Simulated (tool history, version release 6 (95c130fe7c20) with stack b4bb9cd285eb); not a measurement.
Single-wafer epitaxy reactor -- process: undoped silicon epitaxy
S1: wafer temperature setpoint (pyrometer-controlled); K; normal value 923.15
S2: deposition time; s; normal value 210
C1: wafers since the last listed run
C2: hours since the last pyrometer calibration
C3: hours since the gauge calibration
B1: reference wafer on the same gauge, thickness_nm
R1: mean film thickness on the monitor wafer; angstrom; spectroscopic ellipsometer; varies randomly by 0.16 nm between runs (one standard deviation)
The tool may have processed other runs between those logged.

run	hour	S1	S2	C1	C2	C3	B1	R1
1	0.0	923.15	210	0	1262.5	78.0	35.199	324.54
2	15.8	923.15	210	91	1278.3	93.8	35.183	324.82
3	31.0	923.15	210	88	1293.5	109.0	35.205	325.46
4	41.0	915.15	234	58	1303.5	119.0	35.186	309.54
5	52.7	912.15	210	68	1315.2	130.7	35.210	261.12
6	98.0	912.15	210	263	1360.5	176.0	35.194	261.21
7	138.4	923.15	210	234	1400.9	216.4	35.210	322.41
8	149.3	923.15	210	63	1411.8	227.3	35.205	323.42
# hour 156.0: gauge calibrated
9	164.6	923.15	210	88	1427.1	8.6	35.196	322.73
10	177.2	917.15	229	73	1439.7	21.2	35.187	313.31
11	185.3	917.15	229	47	1447.8	29.3	35.202	311.31
12	192.9	923.15	210	44	1455.4	36.9	35.232	318.81
# hour 210.0: pyrometer calibrated
13	210.5	909.15	238	55	0.5	54.5	35.194	313.88
14	220.8	911.15	224	59	10.8	64.8	35.186	304.18
15	229.1	911.15	210	48	19.1	73.1	35.199	286.08
16	238.9	909.15	169	57	28.9	82.9	35.217	221.76
17	252.7	936.15	230	80	42.7	96.7	35.204	506.49

Run 18, settings as shown, results not yet in. Your forecast:
18	260.3	923.15	210	44	50.3	104.3	?	?

{"run 18": {"B1": 35.213, "R1": 359.62}}
Without the tool's hidden state the same run would have given R1 354.84 angstrom.
